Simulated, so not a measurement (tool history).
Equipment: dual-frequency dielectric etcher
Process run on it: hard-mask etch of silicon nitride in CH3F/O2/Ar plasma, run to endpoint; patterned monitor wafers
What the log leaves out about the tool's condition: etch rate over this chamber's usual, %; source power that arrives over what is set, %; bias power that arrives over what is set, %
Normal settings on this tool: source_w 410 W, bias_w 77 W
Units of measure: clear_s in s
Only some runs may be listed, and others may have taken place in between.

run    hour  source_w  bias_w  wafers since the last listed run  hours since the last wet clean  hours since the last source power generator calibration  hours since the last bias power generator calibration  hours since the last upper electrode change  incoming incoming film thickness, nm  clear_s
  1       0       410      77                                 0                           231.8                                                   1748.2                                                 4206.1                                         3507                                  42.6     56.2
      194.3  -- wet clean of the chamber
  2   212.4       410      77                              2173                            18.1                                                   1960.6                                                 4418.5                                       3719.4                                 42.41     55.6
  3   301.8       480      66                              1031                           107.5                                                     2050                                                 4507.9                                       3808.8                                 42.66     55.5
  4   339.5       410      77                               435                           145.2                                                   2087.7                                                 4545.6                                       3846.5                                 43.21     56.5
  5   417.7       330      77                               902                           223.4                                                   2165.9                                                 4623.8                                       3924.7                                 42.88     64.5
  6   506.5       330      77                              1024                           312.2                                                   2254.7                                                 4712.6                                       4013.5                                 42.97     64.4
  7   569.5       410      77                               726                           375.2                                                   2317.7                                                 4775.6                                       4076.5                                 42.86     56.2
        647  -- wet clean of the chamber
  8   647.5       410      77                               623                             0.5                                                   2395.7                                                 4853.6                                       4154.5                                 42.44     55.5
  9   717.6       410      77                               808                            70.6                                                   2465.8                                                 4923.7                                       4224.6                                 43.06     56.3
 10   825.4       410      86                              1243                           178.4                                                   2573.6                                                 5031.5                                       4332.4                                 42.74     52.4
 11   902.2       410      86                               886                           255.2                                                   2650.4                                                 5108.3                                       4409.2                                 42.73     52.6
 12   969.9       410      77                               781                           322.9                                                   2718.1                                                   5176                                       4476.9                                  42.8     55.6
 13  1016.3       410      77                               535                           369.3                                                   2764.5                                                 5222.4                                       4523.3                                 42.81     55.5
     1091.6  -- wet clean of the chamber
     1092.2  -- bias power generator calibrated
 14  1117.8       380      60                               887                            26.2                                                     2866                                                   25.6                                       4624.8                                 42.66     67.6
 15    1225       350      68                              1236                           133.4                                                   2973.2                                                  132.8                                         4732                                 42.91     65.4
 16  1277.8       410      91                               609                           186.2                                                     3026                                                  185.6                                       4784.8                                 42.91     50.3
 17  1322.5       410      77                               515                           230.9                                                   3070.7                                                  230.3                                       4829.5                                 41.87       54
       1449  -- upper electrode replaced
 18  1449.5       470      77                              1188                           357.9                                                   3197.7                                                  357.3                                          0.5                                 42.73     50.5
     1490.8  -- wet clean of the chamber
 19  1516.9       380      60                               500                            26.1                                                   3265.1                                                  424.7                                         67.9                                  42.9     66.9
 20  1613.4       410      94                              1113                           122.6                                                   3361.6                                                  521.2                                        164.4                                 42.95     49.5
     1621.8  -- source power generator calibrated
 21  1702.9       460      91                               986                           212.1                                                     81.1                                                  610.7                                        253.9                                  42.9     48.7

The next listed run, before its measurement:
 22  1808.4       350      77                              1217                           317.6                                                    186.6                                                  716.2                                        359.4                                 43.16        ?

clear_s: 63 s
On a tool with no hidden condition, and with the same random variation, this run would have come out at clear_s 62.9 s.
